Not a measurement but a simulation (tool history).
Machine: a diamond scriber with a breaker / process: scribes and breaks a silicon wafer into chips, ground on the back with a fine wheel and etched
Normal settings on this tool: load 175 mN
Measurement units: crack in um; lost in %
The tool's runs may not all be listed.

run    hour  load  wafers since the last listed run  hours since the diamond tip was replaced  hours since the load on the tip was calibrated  incoming depth of the damage left on the back of the incoming wafer, um  crack   lost
  1     0.0   143                                 0                                     340.6                                           197.4                                                                     0.57   7.70   4.95
  2    62.2   143                               259                                     402.8                                           259.6                                                                     0.72   7.69   5.24
  3   112.4   175                               209                                     453.0                                           309.8                                                                     0.52   9.51   0.89
  4   163.0   175                               210                                     503.6                                           360.4                                                                     0.61   9.39   0.90
  5   261.8   175                               411                                     602.4                                           459.2                                                                     0.58   9.33   0.74
  6   336.9   154                               312                                     677.5                                           534.3                                                                     0.66   8.13   2.94
      365.1  -- diamond tip replaced by a new one
      405.5  -- load on the tip recalibrated
  7   427.4   175                               360                                      62.3                                            21.9                                                                     0.78   9.07   0.82
  8   499.8   206                               301                                     134.7                                            94.3                                                                     0.78  11.23   5.21
  9   583.1   149                               347                                     218.0                                           177.6                                                                     0.34   7.95   3.38
 10   656.8   149                               307                                     291.7                                           251.3                                                                     0.45   8.06   3.20
 11   712.7   175                               232                                     347.6                                           307.2                                                                     0.60   9.52   0.96
 12   813.3   175                               419                                     448.2                                           407.8                                                                     0.62   9.30   0.86
 13   854.3   175                               170                                     489.2                                           448.8                                                                     0.36   9.36   0.81
      895.0  -- load on the tip recalibrated
 14   952.5   139                               400                                     587.4                                            57.5                                                                     0.57   6.78  12.88
 15   995.9   139                               180                                     630.8                                           100.9                                                                     0.50   6.79  11.82
     1007.0  -- diamond tip replaced by a new one
 16  1036.6   146                               161                                      29.6                                           141.6                                                                     0.34   7.92   3.18
 17  1079.9   219                               180                                      72.9                                           184.9                                                                     0.79  12.25  11.34
 18  1180.1   160                               417                                     173.1                                           285.1                                                                     0.33   8.86   0.77
 19  1221.7   158                               173                                     214.7                                           326.7                                                                     0.60   8.78   0.97
 20  1325.3   133                               431                                     318.3                                           430.3                                                                     0.55   7.17   8.13
 21  1410.6   196                               355                                     403.6                                           515.6                                                                     0.52  10.80   4.24
     1517.3  -- load on the tip recalibrated
     1662.3  -- diamond tip replaced by a new one
 22  1693.1   223                              1160                                      30.8                                           175.8                                                                     0.75  12.54  11.93
 23  1798.4   208                               438                                     136.1                                           281.1                                                                     0.35  11.79   7.75

What will run 24 give?
 24  1873.6   124                               313                                     211.3                                           356.3                                                                     0.35      ?     ?

{"run 24": {"crack": 6.55, "lost": 13.77}}
Had the tool carried no hidden state, the very same run would have given crack 6.14 um, lost 18.64 %.

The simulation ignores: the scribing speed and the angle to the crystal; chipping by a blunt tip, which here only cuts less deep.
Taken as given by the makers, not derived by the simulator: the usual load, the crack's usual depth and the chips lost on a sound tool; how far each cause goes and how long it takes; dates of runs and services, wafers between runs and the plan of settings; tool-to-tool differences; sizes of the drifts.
